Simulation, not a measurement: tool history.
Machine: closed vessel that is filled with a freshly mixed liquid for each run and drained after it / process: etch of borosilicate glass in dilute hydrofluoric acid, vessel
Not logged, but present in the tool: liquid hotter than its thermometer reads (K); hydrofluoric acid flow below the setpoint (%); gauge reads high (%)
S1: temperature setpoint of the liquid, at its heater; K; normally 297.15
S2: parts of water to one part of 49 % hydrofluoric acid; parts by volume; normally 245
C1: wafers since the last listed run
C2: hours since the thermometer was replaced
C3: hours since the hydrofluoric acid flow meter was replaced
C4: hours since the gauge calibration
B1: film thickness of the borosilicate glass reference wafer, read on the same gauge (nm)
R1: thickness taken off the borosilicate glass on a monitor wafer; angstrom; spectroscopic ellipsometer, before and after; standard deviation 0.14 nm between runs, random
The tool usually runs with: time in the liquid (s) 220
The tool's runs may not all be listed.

run 1 hour=0.0 | S1=297.15 S2=245 time_in_the_liquid_(s)=220 | C1=0 C2=723.5 C3=670.0 C4=457.8 | B1=79.96 | R1=187.7
run 2 hour=48.4 | S1=297.15 S2=245 time_in_the_liquid_(s)=220 | C1=3267 C2=771.9 C3=718.4 C4=506.2 | B1=79.99 | R1=183.0
run 3 hour=73.6 | S1=296.15 S2=245 time_in_the_liquid_(s)=220 | C1=1701 C2=797.1 C3=743.6 C4=531.4 | B1=80.00 | R1=176.0
run 4 hour=197.5 | S1=296.15 S2=245 time_in_the_liquid_(s)=220 | C1=8365 C2=921.0 C3=867.5 C4=655.3 | B1=79.93 | R1=177.8
run 5 hour=254.1 | S1=297.15 S2=245 time_in_the_liquid_(s)=145 | C1=3821 C2=977.6 C3=924.1 C4=711.9 | B1=79.97 | R1=120.0
run 6 hour=318.2 | S1=297.15 S2=245 time_in_the_liquid_(s)=145 | C1=4327 C2=1041.7 C3=988.2 C4=776.0 | B1=79.99 | R1=119.8
run 7 hour=387.9 | S1=297.15 S2=245 time_in_the_liquid_(s)=145 | C1=4705 C2=1111.4 C3=1057.9 C4=845.7 | B1=80.03 | R1=119.3
run 8 hour=452.3 | S1=298.15 S2=245 time_in_the_liquid_(s)=145 | C1=4347 C2=1175.8 C3=1122.3 C4=910.1 | B1=80.01 | R1=122.9
run 9 hour=489.6 | S1=297.15 S2=245 time_in_the_liquid_(s)=220 | C1=2518 C2=1213.1 C3=1159.6 C4=947.4 | B1=80.01 | R1=182.2
-- hour=527.0 hydrofluoric acid flow meter replaced
run 10 hour=544.0 | S1=297.15 S2=245 time_in_the_liquid_(s)=220 | C1=3605 C2=1267.5 C3=17.0 C4=1001.8 | B1=80.00 | R1=193.1
run 11 hour=615.3 | S1=299.15 S2=245 time_in_the_liquid_(s)=220 | C1=4813 C2=1338.8 C3=88.3 C4=1073.1 | B1=80.04 | R1=210.2
run 12 hour=644.4 | S1=299.15 S2=245 time_in_the_liquid_(s)=220 | C1=1964 C2=1367.9 C3=117.4 C4=1102.2 | B1=79.99 | R1=205.4
run 13 hour=697.6 | S1=299.15 S2=245 time_in_the_liquid_(s)=220 | C1=3591 C2=1421.1 C3=170.6 C4=1155.4 | B1=80.02 | R1=208.0
-- hour=740.1 gauge calibrated
run 14 hour=781.4 | S1=297.15 S2=245 time_in_the_liquid_(s)=220 | C1=5657 C2=1504.9 C3=254.4 C4=41.3 | B1=80.00 | R1=193.5
run 15 hour=825.4 | S1=295.65 S2=305 time_in_the_liquid_(s)=220 | C1=2970 C2=1548.9 C3=298.4 C4=85.3 | B1=80.03 | R1=139.8
run 16 hour=865.8 | S1=301.15 S2=310 time_in_the_liquid_(s)=180 | C1=2727 C2=1589.3 C3=338.8 C4=125.7 | B1=79.98 | R1=133.9
run 17 hour=903.1 | S1=299.15 S2=150 time_in_the_liquid_(s)=170 | C1=2518 C2=1626.6 C3=376.1 C4=163.0 | B1=80.02 | R1=293.0
run 18 hour=971.2 | S1=293.15 S2=140 time_in_the_liquid_(s)=120 | C1=4597 C2=1694.7 C3=444.2 C4=231.1 | B1=79.98 | R1=178.9
run 19 hour=1042.5 | S1=297.15 S2=245 time_in_the_liquid_(s)=220 | C1=4813 C2=1766.0 C3=515.5 C4=302.4 | B1=80.00 | R1=194.0
run 20 hour=1069.4 | S1=297.15 S2=245 time_in_the_liquid_(s)=220 | C1=1816 C2=1792.9 C3=542.4 C4=329.3 | B1=79.98 | R1=190.0
-- hour=1074.8 thermometer replaced
run 21 hour=1103.0 | S1=297.15 S2=205 time_in_the_liquid_(s)=220 | C1=2200 C2=28.2 C3=576.0 C4=362.9 | B1=80.04 | R1=219.2
run 22 hour=1169.7 | S1=300.15 S2=280 time_in_the_liquid_(s)=265 | C1=4503 C2=94.9 C3=642.7 C4=429.6 | B1=80.01 | R1=198.0
run 23 hour=1219.7 | S1=292.15 S2=315 time_in_the_liquid_(s)=300 | C1=3375 C2=144.9 C3=692.7 C4=479.6 | B1=79.99 | R1=145.3
run 24 hour=1288.5 | S1=292.65 S2=195 time_in_the_liquid_(s)=270 | C1=4644 C2=213.7 C3=761.5 C4=548.4 | B1=80.03 | R1=241.2
run 25 hour=1355.4 | S1=292.15 S2=160 time_in_the_liquid_(s)=170 | C1=4516 C2=280.6 C3=828.4 C4=615.3 | B1=80.04 | R1=188.6
run 26 hour=1408.9 | S1=301.15 S2=310 time_in_the_liquid_(s)=220 | C1=3612 C2=334.1 C3=881.9 C4=668.8 | B1=80.00 | R1=148.7
run 27 hour=1473.9 | S1=297.15 S2=245 time_in_the_liquid_(s)=220 | C1=4388 C2=399.1 C3=946.9 C4=733.8 | B1=80.06 | R1=174.6

Branching from run 27: 3 alternative next runs. What would each branch give?
run A hour=1474.6 | S1=294.65 S2=245 time_in_the_liquid_(s)=220 | C1=47 C2=399.8 C3=947.6 C4=734.5 | B1=? | R1=?
run B hour=1474.6 | S1=292.65 S2=330 time_in_the_liquid_(s)=220 | C1=47 C2=399.8 C3=947.6 C4=734.5 | B1=? | R1=?
run C hour=1474.6 | S1=301.65 S2=315 time_in_the_liquid_(s)=255 | C1=47 C2=399.8 C3=947.6 C4=734.5 | B1=? | R1=?

run=A B1=80.00 R1=159.7
run=B B1=80.00 R1=101.6
run=C B1=80.00 R1=169.5
Take away the tool's hidden state, keep each run's random variation, and the runs would have read:
run=A R1=167.9
run=B R1=107.2
run=C R1=179.8

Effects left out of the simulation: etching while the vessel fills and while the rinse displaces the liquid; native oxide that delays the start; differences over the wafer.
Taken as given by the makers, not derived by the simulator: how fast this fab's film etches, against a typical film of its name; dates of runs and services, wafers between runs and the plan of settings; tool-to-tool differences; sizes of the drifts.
